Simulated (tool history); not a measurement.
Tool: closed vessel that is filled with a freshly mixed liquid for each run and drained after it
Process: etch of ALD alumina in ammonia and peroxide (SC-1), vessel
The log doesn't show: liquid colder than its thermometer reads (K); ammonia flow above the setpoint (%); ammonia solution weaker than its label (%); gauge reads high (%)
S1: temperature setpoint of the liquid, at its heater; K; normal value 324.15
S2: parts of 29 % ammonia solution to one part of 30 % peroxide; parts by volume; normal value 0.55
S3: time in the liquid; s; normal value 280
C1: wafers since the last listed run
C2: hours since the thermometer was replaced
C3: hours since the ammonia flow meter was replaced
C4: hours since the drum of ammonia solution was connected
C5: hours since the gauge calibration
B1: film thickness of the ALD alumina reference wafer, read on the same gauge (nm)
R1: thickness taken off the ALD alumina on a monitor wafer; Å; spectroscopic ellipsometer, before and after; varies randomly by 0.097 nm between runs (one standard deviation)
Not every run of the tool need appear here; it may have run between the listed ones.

run,hour,S1,S2,S3,C1,C2,C3,C4,C5,B1,R1
1,0,324.15,0.55,280,0,642,1336,180.3,686.9,30.02,116.9
2,66.1,324.15,0.55,345,5061,708.1,1402.1,246.4,753,30.02,142.2
3,130.3,324.15,0.55,345,4916,772.3,1466.3,310.6,817.2,30.01,141.8
4,190.1,324.15,0.55,280,4579,832.1,1526.1,370.4,877,29.99,114.1
5,236.8,324.15,0.55,280,3576,878.8,1572.8,417.1,923.7,30.02,114.7
6,307.1,324.15,0.55,280,5383,949.1,1643.1,487.4,994,30.04,114.5
# hour 354.3: new drum of ammonia solution connected
7,370.8,324.15,0.55,235,4801,1012.8,1706.8,16.5,1057.7,30,95.2
8,412.1,324.15,0.55,280,3162,1054.1,1748.1,57.8,1099,29.98,113.8
9,455.9,324.15,0.55,280,3354,1097.9,1791.9,101.6,1142.8,29.98,113.8
10,491.8,321.65,0.55,280,2749,1133.8,1827.8,137.5,1178.7,30.02,99
11,558.9,321.65,0.55,280,5138,1200.9,1894.9,204.6,1245.8,30.02,96.8
12,620.6,321.65,0.55,280,4724,1262.6,1956.6,266.3,1307.5,29.95,97.8
13,669.5,324.15,0.55,280,3744,1311.5,2005.5,315.2,1356.4,30.02,113.2
14,739.8,317.65,0.55,280,5383,1381.8,2075.8,385.5,1426.7,29.98,78.2
15,807.9,324.15,0.85,420,5215,1449.9,2143.9,453.6,1494.8,29.98,172.5
# hour 829: new drum of ammonia solution connected
16,847.2,319.15,0.3,330,2932,1489.2,2183.2,18.2,1534.1,30,93.5
17,873.6,324.15,0.45,280,2021,1515.6,2209.6,44.6,1560.5,29.95,108.7
18,933.3,324.15,0.55,280,4571,1575.3,2269.3,104.3,1620.2,29.98,110
# hour 935.2: thermometer replaced
19,987.6,332.65,0.35,115,4081,52.4,2323.6,158.6,1674.5,29.99,73.4
# hour 994.1: ammonia flow meter replaced
20,1051.1,319.65,0.75,180,4786,115.9,57,222.1,1738,30,61
# hour 1096.5: gauge calibrated
21,1109.1,333.65,0.55,385,4441,173.9,115,280.1,12.6,30.01,269.5
22,1158,329.15,0.85,425,3744,222.8,163.9,329,61.5,30.04,243.9
23,1206.4,324.15,0.55,235,3706,271.2,212.3,377.4,109.9,29.97,98.5
24,1269.7,324.15,0.55,280,4847,334.5,275.6,440.7,173.2,30.01,116.8
25,1328.5,315.15,0.55,280,4502,393.3,334.4,499.5,232,30,69.9
# hour 1367.3: new drum of ammonia solution connected
26,1373.9,332.65,0.55,170,3400,438.7,379.8,6.6,277.4,30,112.5
27,1404.7,324.15,0.8,450,2358,469.5,410.6,37.4,308.2,29.99,192.8
28,1465.5,332.65,0.85,180,4655,530.3,471.4,98.2,369,30,119.4

Below are 5 alternative next runs, each starting from the tool's condition after run 28. Predict each:
A,1466.2,324.15,0.55,280,53,531,472.1,98.9,369.7,?,?
B,1466.2,324.15,0.55,380,53,531,472.1,98.9,369.7,?,?
C,1466.2,316.15,0.65,205,53,531,472.1,98.9,369.7,?,?
D,1466.2,333.15,0.85,375,53,531,472.1,98.9,369.7,?,?
E,1466.2,317.15,0.8,190,53,531,472.1,98.9,369.7,?,?

run,B1,R1
A,30.01,117.8
B,30.01,159.9
C,30.01,55.8
D,30.01,265.2
E,30.01,55.9
Stripped of hidden state, with their random variation kept, the same runs would have yielded:
run,R1
A,121.4
B,164.8
C,57.6
D,272.8
E,57.7

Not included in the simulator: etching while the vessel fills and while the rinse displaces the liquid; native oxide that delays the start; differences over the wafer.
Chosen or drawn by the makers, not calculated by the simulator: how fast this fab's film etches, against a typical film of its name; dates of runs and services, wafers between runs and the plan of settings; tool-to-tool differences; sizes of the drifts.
